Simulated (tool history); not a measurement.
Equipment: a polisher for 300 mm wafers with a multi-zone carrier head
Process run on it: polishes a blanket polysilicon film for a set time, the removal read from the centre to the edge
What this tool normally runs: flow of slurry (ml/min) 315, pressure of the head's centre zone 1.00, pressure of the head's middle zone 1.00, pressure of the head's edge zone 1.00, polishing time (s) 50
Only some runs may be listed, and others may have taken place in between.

| run | hour | flow of slurry (ml/min) | pressure of the head's centre zone | pressure of the head's middle zone | pressure of the head's edge zone | polishing time (s) | incoming thickness of the incoming film, nm | film removed at the wafer's centre (nm) | film removed at mid-radius (nm) | film removed at the wafer's edge (nm) |
|---|---|---|---|---|---|---|---|---|---|---|
| 1 | 0.0 | 315 | 1.00 | 1.00 | 1.00 | 50 | 2191.1 | 230.3 | 229.7 | 224.1 |
| 2 | 13.9 | 315 | 0.93 | 1.00 | 1.00 | 50 | 2178.7 | 219.6 | 222.8 | 225.7 |
| 3 | 32.0 | 315 | 0.93 | 1.00 | 1.00 | 50 | 2227.5 | 215.2 | 222.1 | 223.9 |
| 4 | 47.2 | 410 | 1.00 | 1.00 | 1.00 | 59 | 2187.7 | 267.3 | 267.6 | 264.8 |
| 5 | 57.8 | 315 | 1.00 | 1.00 | 1.00 | 50 | 2155.4 | 222.0 | 217.3 | 214.8 |
|  | 68.2 | worn pad replaced by a new one |
|  | 77.5 | carrier head's membrane replaced by a new one |
| 6 | 78.0 | 260 | 1.00 | 0.94 | 0.90 | 64 | 2190.4 | 295.5 | 279.1 | 275.5 |
| 7 | 91.3 | 315 | 1.00 | 1.00 | 1.00 | 37 | 2223.6 | 171.6 | 169.1 | 167.4 |
| 8 | 99.1 | 315 | 0.88 | 1.04 | 1.00 | 50 | 2195.3 | 208.5 | 229.2 | 223.7 |
| 9 | 110.2 | 370 | 0.96 | 0.97 | 1.00 | 67 | 2208.0 | 297.7 | 293.8 | 309.6 |
|  | 112.9 | edge zone pressure recalibrated |
| 10 | 128.0 | 315 | 1.00 | 1.00 | 1.00 | 50 | 2195.7 | 219.8 | 216.7 | 221.4 |
| 11 | 137.5 | 380 | 1.11 | 1.08 | 1.00 | 42 | 2178.1 | 202.7 | 200.8 | 187.0 |
| 12 | 154.8 | 315 | 1.00 | 1.00 | 1.00 | 50 | 2214.0 | 215.9 | 213.5 | 220.0 |
| 13 | 168.8 | 395 | 1.00 | 1.00 | 1.00 | 38 | 2184.2 | 165.7 | 164.5 | 163.5 |
|  | 175.3 | worn pad replaced by a new one |
| 14 | 181.4 | 315 | 1.00 | 1.00 | 1.00 | 50 | 2181.2 | 226.3 | 221.6 | 230.2 |
|  | 185.1 | slurry nozzle cleaned |
| 15 | 198.2 | 315 | 1.07 | 1.00 | 1.10 | 55 | 2190.2 | 273.4 | 259.9 | 260.8 |
| 16 | 214.6 | 385 | 0.94 | 0.96 | 1.00 | 34 | 2160.3 | 156.2 | 154.9 | 159.2 |
| 17 | 232.1 | 315 | 1.00 | 1.00 | 1.00 | 50 | 2186.8 | 231.4 | 226.2 | 232.3 |
| 18 | 244.7 | 385 | 1.06 | 1.00 | 1.08 | 37 | 2203.8 | 178.2 | 167.8 | 177.7 |
| 19 | 257.2 | 315 | 1.00 | 1.04 | 1.00 | 50 | 2176.3 | 226.2 | 231.2 | 222.9 |
| 20 | 273.6 | 205 | 0.94 | 1.00 | 1.00 | 50 | 2148.9 | 206.5 | 215.1 | 212.4 |
|  | 277.7 | worn pad replaced by a new one |
| 21 | 287.0 | 410 | 1.00 | 0.96 | 1.05 | 34 | 2207.0 | 165.5 | 155.6 | 162.6 |

Hidden state, per run?
deviation of the centre zone's pressure from its setpoint, %: 0 in every run
deviation of the edge zone's pressure from its setpoint, %: 0 in every run
H1: removal rate lost through wear of the pad, %
H2: slurry flow missing at the pad, %
| run | H1 | H2 |
|---|---|---|
| 1 | 2.76 | 15.2 |
| 2 | 3.66 | 16.7 |
| 3 | 4.83 | 18.7 |
| 4 | 5.82 | 20.6 |
| 5 | 6.51 | 22 |
| 6 | 1.78 | 24.8 |
| 7 | 2.64 | 26.8 |
| 8 | 3.15 | 28 |
| 9 | 3.87 | 29.7 |
| 10 | 5.03 | 32.7 |
| 11 | 5.64 | 34.3 |
| 12 | 6.77 | 37.4 |
| 13 | 7.68 | 40.1 |
| 14 | 1.08 | 42.5 |
| 15 | 2.17 | 4.06 |
| 16 | 3.24 | 4.25 |
| 17 | 4.38 | 4.6 |
| 18 | 5.19 | 4.96 |
| 19 | 6.01 | 5.4 |
| 20 | 7.07 | 6.1 |
| 21 | 1.15 | 6.77 |
